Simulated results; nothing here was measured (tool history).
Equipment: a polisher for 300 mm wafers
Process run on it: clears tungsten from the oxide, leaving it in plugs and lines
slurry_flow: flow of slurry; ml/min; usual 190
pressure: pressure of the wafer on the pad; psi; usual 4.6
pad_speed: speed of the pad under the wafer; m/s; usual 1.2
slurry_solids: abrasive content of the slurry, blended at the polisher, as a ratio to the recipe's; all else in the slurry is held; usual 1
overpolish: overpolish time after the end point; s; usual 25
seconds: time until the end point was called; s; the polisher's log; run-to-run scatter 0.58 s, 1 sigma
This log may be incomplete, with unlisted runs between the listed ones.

| run | hour | slurry_flow | pressure | pad_speed | slurry_solids | overpolish | incoming thickness of the incoming film, nm | seconds |
|---|---|---|---|---|---|---|---|---|
| 1 | 0 | 190 | 4.6 | 1.2 | 1 | 25 | 297.8 | 48.3 |
|  | 22.2 | slurry tank refilled with fresh slurry and peroxide |
|  | 80.2 | worn pad replaced by a new one |
|  | 110.6 | slurry blender recalibrated |
| 2 | 203.2 | 190 | 4.6 | 1.2 | 1 | 25 | 300.5 | 45.9 |
| 3 | 278.1 | 190 | 4.6 | 1.2 | 1 | 25 | 296.2 | 46.9 |
| 4 | 318.6 | 190 | 4.6 | 0.88 | 1 | 25 | 299.4 | 62.6 |
|  | 324.2 | slurry nozzle cleaned |
| 5 | 384.4 | 190 | 4.6 | 0.88 | 1 | 25 | 304.2 | 62.1 |
| 6 | 431.8 | 190 | 4.6 | 0.88 | 1 | 25 | 302.9 | 64.4 |
|  | 488.4 | head pressure recalibrated |
| 7 | 514.1 | 190 | 5.2 | 1.2 | 1 | 25 | 304.9 | 45.7 |
|  | 531.8 | slurry tank refilled with fresh slurry and peroxide |
|  | 558.5 | worn pad replaced by a new one |
| 8 | 583.7 | 190 | 5.2 | 1.2 | 1 | 25 | 298.5 | 41.1 |
|  | 612.6 | slurry blender recalibrated |
| 9 | 632.2 | 190 | 4.6 | 1.2 | 1 | 25 | 299.7 | 46.9 |
| 10 | 720.6 | 190 | 4.6 | 1.2 | 1 | 25 | 300.8 | 46.4 |
| 11 | 783.6 | 190 | 4.6 | 1.2 | 1 | 10 | 301 | 47.1 |
|  | 991.2 | slurry tank refilled with fresh slurry and peroxide |
| 12 | 996.2 | 190 | 4.6 | 1.44 | 1 | 25 | 301.8 | 41.9 |
|  | 1029.1 | worn pad replaced by a new one |
| 13 | 1078 | 190 | 4.6 | 1.2 | 1.3 | 39 | 299.2 | 42.2 |
|  | 1090.2 | slurry blender recalibrated |
|  | 1128 | slurry nozzle cleaned |
| 14 | 1280.5 | 190 | 6.1 | 1.2 | 1.15 | 25 | 298.2 | 37.2 |
| 15 | 1327.2 | 190 | 4.6 | 1.3 | 1 | 25 | 295.8 | 42.4 |
| 16 | 1390.8 | 165 | 4.1 | 1.2 | 1 | 25 | 303.6 | 53.5 |
|  | 1466.6 | slurry tank refilled with fresh slurry and peroxide |
| 17 | 1476.5 | 165 | 4.6 | 1.2 | 1 | 25 | 303.2 | 49.8 |
|  | 1492.5 | worn pad replaced by a new one |
|  | 1541.6 | slurry blender recalibrated |
| 18 | 1570.3 | 190 | 6.1 | 1.2 | 1.1 | 21 | 301.8 | 35.7 |
|  | 1653.5 | head pressure recalibrated |
| 19 | 1655.2 | 190 | 4.6 | 1.2 | 1 | 25 | 295.9 | 44 |
| 20 | 1754.5 | 190 | 4.6 | 1.2 | 1 | 25 | 299.8 | 46.6 |
| 21 | 1844.9 | 230 | 4.1 | 0.96 | 1.1 | 25 | 303.6 | 60.4 |
| 22 | 1927.6 | 145 | 4.6 | 1.48 | 1 | 30 | 301.6 | 43 |
|  | 1960 | worn pad replaced by a new one |
|  | 2004.3 | slurry nozzle cleaned |
| 23 | 2006.8 | 190 | 4.6 | 1.2 | 1 | 25 | 297.8 | 44.2 |
|  | 2012.4 | slurry tank refilled with fresh slurry and peroxide |
| 24 | 2088.7 | 190 | 6.1 | 0.78 | 0.85 | 18 | 299.6 | 56.6 |
|  | 2108.8 | slurry blender recalibrated |
| 25 | 2170.2 | 190 | 4.6 | 1.2 | 0.8 | 25 | 301.6 | 49.1 |
| 26 | 2266.9 | 220 | 5.3 | 1.34 | 0.75 | 25 | 299.5 | 41.1 |

Alternative continuations, all from the tool just after run 26; predict every row:
| A | 2267.3 | 150 | 4.6 | 1.2 | 1 | 25 | 302.9 | ? |
| B | 2267.3 | 215 | 5.3 | 1.2 | 1 | 15 | 302.9 | ? |
| C | 2267.3 | 210 | 6 | 1.2 | 1.25 | 25 | 302.9 | ? |
| D | 2267.3 | 190 | 5.6 | 1.2 | 1 | 25 | 302.9 | ? |

| run | seconds |
|---|---|
| A | 50.6 |
| B | 43.2 |
| C | 37.6 |
| D | 42.2 |
Had the tool no hidden state, the same runs would have come out as:
| run | seconds |
|---|---|
| A | 46.7 |
| B | 39.8 |
| C | 34.7 |
| D | 39 |

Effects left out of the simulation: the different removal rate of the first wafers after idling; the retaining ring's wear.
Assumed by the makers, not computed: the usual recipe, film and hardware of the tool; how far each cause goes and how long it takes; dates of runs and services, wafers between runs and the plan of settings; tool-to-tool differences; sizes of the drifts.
